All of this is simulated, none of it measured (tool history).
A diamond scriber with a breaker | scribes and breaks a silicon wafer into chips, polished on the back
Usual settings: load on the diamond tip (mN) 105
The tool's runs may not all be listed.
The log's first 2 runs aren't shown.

run	hour	load on the diamond tip (mN)	wafers since the last listed run	hours since the diamond tip was replaced	hours since the load on the tip was calibrated	incoming depth of the damage left on the back of the incoming wafer, um	depth of the median crack under the scribed line (nm)	chips rejected at inspection after the break (%)
3	60.8	105	46	72.3	417.5	0.03	10050	2.11
4	94.8	105	41	106.3	451.5	0.02	10110	2.25
5	127.6	105	39	139.1	484.3	0.03	9980	2.94
6	149.4	121	26	160.9	506.1	0.03	10610	1.96
7	163.1	85	16	174.6	519.8	0.02	8500	8.24
8	192	105	34	203.5	548.7	0.02	9560	2.87
9	224.1	90	38	235.6	580.8	0.03	8430	7.5
10	249.8	90	31	261.3	606.5	0.04	8720	7.72
11	279.8	93	36	291.3	636.5	0.03	8810	6.76
12	296	93	19	307.5	652.7	0.04	8620	6.34
13	316.5	105	24	328	673.2	0.04	9100	3.76
14	351.9	105	42	363.4	708.6	0.02	9500	3.81
15	374.5	105	27	386	731.2	0.04	9500	3.69
16	442.4	92	81	453.9	799.1	0.05	8560	7.7
17	475.1	105	39	486.6	831.8	0.02	9060	4.57
18	498.3	113	27	509.8	855	0.01	9810	2.76
19	513.7	127	18	525.2	870.4	0.03	10340	2.13
20	534.7	86	25	546.2	891.4	0.05	8110	11.87
21	561.2	76	31	572.7	917.9	0.02	7480	18.89
# hour 595.8: load on the tip recalibrated
# hour 621.8: diamond tip replaced by a new one
22	650.8	75	103	29	55	0.03	7900	11.1
23	683.6	126	39	61.8	87.8	0.03	11080	2.76
24	699.6	124	19	77.8	103.8	0.04	10700	2.16
25	720.8	105	25	99	125	0.02	9790	2.7
26	752.3	83	38	130.5	156.5	0.05	8200	10.44
27	764.5	85	14	142.7	168.7	0.03	8370	9.06

Run 28 comes next. What will it give?
28	784.8	123	24	163	189	0.01	?	?

Run 28 gave depth of the median crack under the scribed line (nm) 10440, chips rejected at inspection after the break (%) 2.01.
Without the tool's hidden state the same run would have given depth of the median crack under the scribed line (nm) 11500, chips rejected at inspection after the break (%) 3.5.
